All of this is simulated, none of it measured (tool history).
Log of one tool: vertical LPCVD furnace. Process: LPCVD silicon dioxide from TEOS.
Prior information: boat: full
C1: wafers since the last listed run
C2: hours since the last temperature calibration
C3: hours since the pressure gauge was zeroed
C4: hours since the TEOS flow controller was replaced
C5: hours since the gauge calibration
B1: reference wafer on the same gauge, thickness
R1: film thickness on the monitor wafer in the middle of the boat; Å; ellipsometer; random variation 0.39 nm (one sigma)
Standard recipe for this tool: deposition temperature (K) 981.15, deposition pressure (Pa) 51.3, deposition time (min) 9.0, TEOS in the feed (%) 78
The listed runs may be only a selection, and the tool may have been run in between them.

Run 1, hour 0.0: usual settings but deposition pressure (Pa) 46.7; C1 0; C2 2665.8; C3 2712.6; C4 2116.7; C5 511.3; B1 85.05. Result: R1 1018.3 Å.
Run 2, hour 61.8: usual settings but deposition pressure (Pa) 46.7; C1 1191; C2 2727.6; C3 2774.4; C4 2178.5; C5 573.1; B1 84.91. Result: R1 1018.1 Å.
Run 3, hour 103.4: usual settings; C1 801; C2 2769.2; C3 2816.0; C4 2220.1; C5 614.7; B1 85.05. Result: R1 1063.6 Å.
Run 4, hour 168.6: usual settings; C1 1256; C2 2834.4; C3 2881.2; C4 2285.3; C5 679.9; B1 85.04. Result: R1 1070.9 Å.
Run 5, hour 245.6: usual settings; C1 1484; C2 2911.4; C3 2958.2; C4 2362.3; C5 756.9; B1 84.98. Result: R1 1076.5 Å.
Run 6, hour 341.0: usual settings; C1 1838; C2 3006.8; C3 3053.6; C4 2457.7; C5 852.3; B1 84.95. Result: R1 1076.8 Å.
At hour 396.1: thermocouples replaced and temperature profile calibrated.
Run 7, hour 447.0: usual settings; C1 1580; C2 50.9; C3 3159.6; C4 2563.7; C5 958.3; B1 85.02. Result: R1 1010.6 Å.
At hour 563.7: TEOS flow controller replaced.
Run 8, hour 564.2: usual settings but deposition pressure (Pa) 42.0, deposition time (min) 11.0; C1 1796; C2 168.1; C3 3276.8; C4 0.5; C5 1075.5; B1 84.87. Result: R1 1107.5 Å.
Run 9, hour 617.5: usual settings but deposition pressure (Pa) 46.0, TEOS in the feed (%) 73; C1 1027; C2 221.4; C3 3330.1; C4 53.8; C5 1128.8; B1 84.85. Result: R1 918.5 Å.
At hour 672.5: pressure gauge zeroed.
At hour 689.5: gauge calibrated.
Run 10, hour 704.9: usual settings but deposition temperature (K) 973.15, deposition pressure (Pa) 57.3; C1 1222; C2 308.8; C3 32.4; C4 141.2; C5 15.4; B1 84.96. Result: R1 881.3 Å.
Run 11, hour 797.0: usual settings but deposition pressure (Pa) 48.0, TEOS in the feed (%) 73; C1 1775; C2 400.9; C3 124.5; C4 233.3; C5 107.5; B1 84.94. Result: R1 938.4 Å.
Run 12, hour 857.3: usual settings; C1 1162; C2 461.2; C3 184.8; C4 293.6; C5 167.8; B1 85.19. Result: R1 1009.8 Å.
Run 13, hour 918.0: usual settings but deposition temperature (K) 972.15, deposition pressure (Pa) 58.0, deposition time (min) 11.5, TEOS in the feed (%) 83; C1 1170; C2 521.9; C3 245.5; C4 354.3; C5 228.5; B1 84.96. Result: R1 1143.8 Å.
Run 14, hour 1096.9: usual settings but deposition temperature (K) 972.15, deposition pressure (Pa) 58.0, deposition time (min) 11.5, TEOS in the feed (%) 83; C1 3448; C2 700.8; C3 424.4; C4 533.2; C5 407.4; B1 85.02. Result: R1 1144.9 Å.

Consider 5 possible next runs. They are alternatives, not a sequence: every one starts from the tool as it was left by run 14. What does each give?
Run A, hour 1100.8: usual settings; C1 75; C2 704.7; C3 428.3; C4 537.1; C5 411.3; B1 ?. Result: R1 ?.
Run B, hour 1100.8: usual settings but deposition time (min) 6.0; C1 75; C2 704.7; C3 428.3; C4 537.1; C5 411.3; B1 ?. Result: R1 ?.
Run C, hour 1100.8: usual settings but deposition pressure (Pa) 64.0, TEOS in the feed (%) 88; C1 75; C2 704.7; C3 428.3; C4 537.1; C5 411.3; B1 ?. Result: R1 ?.
Run D, hour 1100.8: usual settings but deposition pressure (Pa) 44.0, deposition time (min) 7.5, TEOS in the feed (%) 86; C1 75; C2 704.7; C3 428.3; C4 537.1; C5 411.3; B1 ?. Result: R1 ?.
Run E, hour 1100.8: usual settings but deposition time (min) 7.0; C1 75; C2 704.7; C3 428.3; C4 537.1; C5 411.3; B1 ?. Result: R1 ?.

run     B1      R1
  A  85.05  1005.0
  B  85.05   670.0
  C  85.05  1191.9
  D  85.05   814.2
  E  85.05   781.7
Stripped of hidden state, with their random variation kept, the same runs would have yielded:
run      R1
  A  1000.7
  B   667.1
  C  1186.8
  D   810.7
  E   778.3

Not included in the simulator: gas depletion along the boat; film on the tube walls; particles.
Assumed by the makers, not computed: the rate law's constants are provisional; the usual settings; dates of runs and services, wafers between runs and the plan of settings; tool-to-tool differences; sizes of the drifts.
